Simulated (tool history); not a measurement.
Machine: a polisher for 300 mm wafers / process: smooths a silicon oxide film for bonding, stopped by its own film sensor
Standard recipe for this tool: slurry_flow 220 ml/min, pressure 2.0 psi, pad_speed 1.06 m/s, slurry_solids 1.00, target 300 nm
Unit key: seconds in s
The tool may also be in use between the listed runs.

run	hour	slurry_flow	pressure	pad_speed	slurry_solids	target	incoming thickness of the incoming film, nm	seconds
1	0.0	220	2.0	1.06	1.00	296	349.2	73.2
# hour 8.8: head pressure recalibrated
2	14.5	220	2.0	1.06	1.00	296	349.4	74.2
# hour 32.1: worn pad replaced by a new one
3	32.6	220	2.0	1.06	1.00	300	348.2	68.7
4	39.9	220	1.8	1.06	1.00	300	346.1	68.0
5	56.5	220	2.0	1.32	1.00	300	346.0	61.1
6	68.6	220	2.0	1.06	1.00	300	356.5	83.5
7	77.5	220	2.0	1.06	1.00	300	353.3	79.1
8	88.1	220	2.0	1.06	1.00	300	354.1	82.8
9	105.9	220	2.0	1.34	1.00	300	353.4	77.9
# hour 108.2: slurry blender recalibrated
10	123.3	220	1.8	1.06	0.80	300	343.0	71.4
# hour 127.6: worn pad replaced by a new one
11	137.5	220	2.0	1.06	0.90	300	356.6	84.6
12	155.1	185	2.5	1.06	1.00	300	352.3	62.1
# hour 162.8: slurry nozzle cleaned
13	163.3	220	2.0	1.06	1.00	300	351.9	70.6
14	169.0	220	2.0	1.06	0.70	300	347.8	89.2
15	187.4	220	1.6	0.94	1.00	300	352.3	82.9
16	195.8	220	2.0	1.06	1.00	300	350.3	69.5
17	213.1	170	2.0	1.06	1.00	305	356.5	74.3
# hour 226.6: worn pad replaced by a new one
18	227.1	220	1.6	0.94	1.00	300	344.9	74.5
19	240.6	220	2.0	0.80	1.00	300	349.3	77.1
20	249.4	220	2.6	1.32	1.00	300	348.9	57.7
# hour 263.1: slurry blender recalibrated
21	263.6	220	2.0	1.06	0.75	300	345.0	75.3
22	271.3	290	2.0	1.22	1.00	300	351.2	65.4
23	286.0	220	2.0	1.06	1.00	300	354.4	71.3
24	300.1	220	2.0	1.06	1.15	314	350.5	46.2
25	315.1	165	2.0	0.90	1.20	300	344.7	58.5
26	321.8	220	2.0	1.18	1.00	300	348.1	62.2
# hour 335.7: worn pad replaced by a new one
27	336.2	160	1.3	1.06	1.00	296	356.0	102.4
28	344.9	220	1.7	1.06	1.00	300	349.7	73.7
29	354.8	220	1.5	1.06	1.00	300	350.2	78.1

Results per run with the tool's hidden condition removed, run-to-run variation unchanged:
What the log doesn't record here: removal rate lost through wear of the pad, %; slurry flow missing at the pad, %; deviation of the head's pressure from its setpoint, %; abrasive missing from the slurry, %.
run	seconds
1	71.1
2	71.3
3	65.0
4	63.8
5	56.3
6	75.6
7	70.5
8	72.4
9	65.5
10	71.0
11	83.9
12	61.3
13	69.4
14	86.9
15	80.3
16	66.9
17	70.4
18	69.4
19	70.6
20	52.1
21	75.3
22	65.4
23	71.2
24	45.9
25	57.9
26	61.3
27	100.0
28	71.5
29	75.2

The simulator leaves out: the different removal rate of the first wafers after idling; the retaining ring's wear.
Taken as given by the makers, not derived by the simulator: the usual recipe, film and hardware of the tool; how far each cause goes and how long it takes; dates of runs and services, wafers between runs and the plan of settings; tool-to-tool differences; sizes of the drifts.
